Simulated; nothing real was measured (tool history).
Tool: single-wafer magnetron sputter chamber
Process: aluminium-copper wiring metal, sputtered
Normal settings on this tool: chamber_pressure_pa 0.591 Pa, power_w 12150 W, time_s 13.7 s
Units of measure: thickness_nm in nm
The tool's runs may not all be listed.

run,hour,chamber_pressure_pa,power_w,time_s,"read-back reference wafer on the same gauge, thickness_nm",thickness_nm
1,0,0.591,12150,13.7,312.835,261.604
2,15.4,0.763,12150,13.7,313.086,243.048
3,30.9,0.591,12150,13.7,312.643,259.53
# hour 43: sputter target and shields replaced
4,44.4,0.591,12150,13.7,312.933,263.413
5,60.6,0.591,12150,13.7,313.019,262.479
6,71.6,0.591,12150,13.7,312.918,263.301
# hour 89.7: magnet pack replaced
# hour 94.3: capacitance manometer re-zeroed and calibrated
7,94.8,0.591,12150,13.7,313.298,263.122
8,95.1,0.591,13050,15.3,313.038,312.799
9,108.4,0.591,12150,13.7,312.826,260.61
10,114.6,0.821,14850,12.9,313.009,272.631
# hour 127.8: sputter target and shields replaced
11,129.2,0.691,14500,16.3,313.063,354.866
12,136.1,0.487,12150,11.9,312.954,236.872
# hour 149.6: gauge calibrated
13,158.1,0.591,11050,11.7,313.059,204.535
14,170.5,0.591,10050,13.7,313.147,220.114
15,180.7,0.518,12150,13.7,313.401,269.33
16,190.9,0.73,12150,12.1,313.396,218.983
17,202.9,0.591,12150,13.7,313.123,260.691

Alternative continuations, all from the tool just after run 17; predict every row:
A,203.3,0.591,12150,11.3,?,?
B,203.3,0.591,9150,12.7,?,?
C,203.3,0.501,14950,11.2,?,?

run,"read-back reference wafer on the same gauge, thickness_nm",thickness_nm
A,313.106,213.845
B,313.106,185.285
C,313.106,266.29
With the hidden condition removed and each run's random variation left untouched, the same runs would have given:
run,thickness_nm
A,216.706
B,187.764
C,269.852

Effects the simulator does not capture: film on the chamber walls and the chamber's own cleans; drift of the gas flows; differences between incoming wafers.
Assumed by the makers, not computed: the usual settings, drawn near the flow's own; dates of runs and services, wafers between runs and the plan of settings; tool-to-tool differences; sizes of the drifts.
